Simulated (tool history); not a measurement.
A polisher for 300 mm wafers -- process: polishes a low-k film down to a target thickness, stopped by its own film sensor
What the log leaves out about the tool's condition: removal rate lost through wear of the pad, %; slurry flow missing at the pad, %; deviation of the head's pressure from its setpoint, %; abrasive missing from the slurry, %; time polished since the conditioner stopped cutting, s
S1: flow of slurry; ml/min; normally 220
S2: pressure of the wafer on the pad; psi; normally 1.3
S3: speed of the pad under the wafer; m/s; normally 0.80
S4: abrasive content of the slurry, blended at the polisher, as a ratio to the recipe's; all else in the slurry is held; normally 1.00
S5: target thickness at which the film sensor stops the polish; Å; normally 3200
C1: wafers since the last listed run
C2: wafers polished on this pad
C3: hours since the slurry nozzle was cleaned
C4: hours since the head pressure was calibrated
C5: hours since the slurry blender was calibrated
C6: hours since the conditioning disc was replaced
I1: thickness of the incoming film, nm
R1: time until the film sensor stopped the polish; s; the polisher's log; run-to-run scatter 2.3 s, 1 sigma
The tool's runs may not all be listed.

Run 1, day 0.000: usual settings; C1 0; C2 228; C3 332.2; C4 225.8; C5 411.9; C6 8.6; I1 355.0. Result: R1 159.8 s.
Run 2, day 0.304: usual settings; C1 33; C2 261; C3 339.5; C4 233.1; C5 419.2; C6 15.9; I1 351.0. Result: R1 144.8 s.
Run 3, day 1.038: usual settings; C1 81; C2 343; C3 357.1; C4 250.7; C5 436.8; C6 33.5; I1 352.4. Result: R1 147.2 s.
Run 4, day 1.458: usual settings; C1 46; C2 390; C3 367.2; C4 260.8; C5 446.9; C6 43.6; I1 348.9. Result: R1 133.5 s.
Run 5, day 1.971: usual settings but S1 280 ml/min; C1 57; C2 448; C3 379.5; C4 273.1; C5 459.2; C6 55.9; I1 353.8. Result: R1 158.0 s.
Run 6, day 2.550: usual settings but S1 280 ml/min; C1 64; C2 512; C3 393.4; C4 287.0; C5 473.1; C6 69.8; I1 346.4. Result: R1 119.7 s.
Run 7, day 2.896: usual settings but S1 280 ml/min; C1 38; C2 551; C3 401.7; C4 295.3; C5 481.4; C6 78.1; I1 352.8. Result: R1 148.4 s.
Run 8, day 3.525: usual settings; C1 70; C2 621; C3 416.8; C4 310.4; C5 496.5; C6 93.2; I1 351.3. Result: R1 143.5 s.
Run 9, day 4.112: usual settings; C1 65; C2 687; C3 430.9; C4 324.5; C5 510.6; C6 107.3; I1 351.4. Result: R1 146.1 s.
At day 4.458: slurry blender recalibrated.
Run 10, day 4.646: usual settings; C1 50; C2 737; C3 443.7; C4 337.3; C5 4.5; C6 120.1; I1 350.9. Result: R1 141.2 s.
Run 11, day 4.992: usual settings; C1 38; C2 775; C3 452.0; C4 345.6; C5 12.8; C6 128.4; I1 350.2. Result: R1 142.2 s.
Run 12, day 5.729: usual settings; C1 82; C2 858; C3 469.7; C4 363.3; C5 30.5; C6 146.1; I1 347.9. Result: R1 125.4 s.
Run 13, day 6.138: usual settings; C1 45; C2 903; C3 479.5; C4 373.1; C5 40.3; C6 155.9; I1 352.2. Result: R1 151.7 s.
Run 14, day 6.604: usual settings but S2 1.0 psi, S3 0.54 m/s, S4 1.10; C1 52; C2 955; C3 490.7; C4 384.3; C5 51.5; C6 167.1; I1 349.3. Result: R1 218.9 s.
At day 6.917: head pressure recalibrated.
At day 6.929: conditioning disc replaced and pad reconditioned.
Run 15, day 7.304: usual settings but S1 280 ml/min, S4 0.70; C1 67; C2 1023; C3 507.5; C4 9.3; C5 68.3; C6 9.0; I1 350.4. Result: R1 181.3 s.
Run 16, day 7.796: usual settings; C1 54; C2 1078; C3 519.3; C4 21.1; C5 80.1; C6 20.8; I1 347.2. Result: R1 135.9 s.
Run 17, day 8.529: usual settings but S4 0.70; C1 81; C2 1160; C3 536.9; C4 38.7; C5 97.7; C6 38.4; I1 351.2. Result: R1 195.3 s.
At day 9.150: worn pad replaced by a new one.
Run 18, day 9.171: usual settings but S3 0.92 m/s, S4 0.75; C1 53; C2 2; C3 552.3; C4 54.1; C5 113.1; C6 53.8; I1 356.1. Result: R1 182.7 s.
At day 9.529: slurry nozzle cleaned.
Run 19, day 9.850: usual settings; C1 71; C2 73; C3 7.7; C4 70.4; C5 129.4; C6 70.1; I1 348.8. Result: R1 136.4 s.
Run 20, day 10.596: usual settings but S2 1.6 psi, S5 3250 Å; C1 83; C2 156; C3 25.6; C4 88.3; C5 147.3; C6 88.0; I1 345.6. Result: R1 77.4 s.
Run 21, day 11.138: usual settings but S2 1.0 psi, S4 1.30; C1 60; C2 217; C3 38.6; C4 101.3; C5 160.3; C6 101.0; I1 343.9. Result: R1 130.6 s.
Run 22, day 11.517: usual settings but S1 255 ml/min, S2 1.7 psi; C1 42; C2 259; C3 47.7; C4 110.4; C5 169.4; C6 110.1; I1 344.8. Result: R1 85.9 s.
Run 23, day 12.112: usual settings but S2 1.5 psi; C1 66; C2 326; C3 62.0; C4 124.7; C5 183.7; C6 124.4; I1 354.0. Result: R1 139.5 s.
Run 24, day 12.421: usual settings but S3 0.88 m/s, S4 1.10; C1 34; C2 360; C3 69.4; C4 132.1; C5 191.1; C6 131.8; I1 349.4. Result: R1 120.9 s.
Run 25, day 13.012: usual settings but S1 290 ml/min, S2 0.9 psi, S3 0.60 m/s; C1 66; C2 426; C3 83.6; C4 146.3; C5 205.3; C6 146.0; I1 349.5. Result: R1 223.4 s.
Run 26, day 13.275: usual settings but S1 180 ml/min, S2 1.1 psi, S3 1.08 m/s; C1 29; C2 455; C3 89.9; C4 152.6; C5 211.6; C6 152.3; I1 343.9. Result: R1 110.9 s.
Run 27, day 13.792: usual settings but S1 290 ml/min, S2 0.9 psi, S3 0.60 m/s; C1 57; C2 513; C3 102.3; C4 165.0; C5 224.0; C6 164.7; I1 350.5. Result: R1 239.2 s.

Below are 3 alternative next runs, each starting from the tool's condition after run 27. Predict each:
Run A, day 13.812: usual settings; C1 2; C2 515; C3 102.8; C4 165.5; C5 224.5; C6 165.2; I1 348.6. Result: R1 ?.
Run B, day 13.812: usual settings but S4 0.80; C1 2; C2 515; C3 102.8; C4 165.5; C5 224.5; C6 165.2; I1 348.6. Result: R1 ?.
Run C, day 13.812: usual settings but S3 1.00 m/s, S4 0.90; C1 2; C2 515; C3 102.8; C4 165.5; C5 224.5; C6 165.2; I1 348.6. Result: R1 ?.

run     R1
  A  132.7
  B  150.5
  C  120.9
What these runs would have given with no unlogged condition in the tool:
run     R1
  A  133.9
  B  151.8
  C  121.9

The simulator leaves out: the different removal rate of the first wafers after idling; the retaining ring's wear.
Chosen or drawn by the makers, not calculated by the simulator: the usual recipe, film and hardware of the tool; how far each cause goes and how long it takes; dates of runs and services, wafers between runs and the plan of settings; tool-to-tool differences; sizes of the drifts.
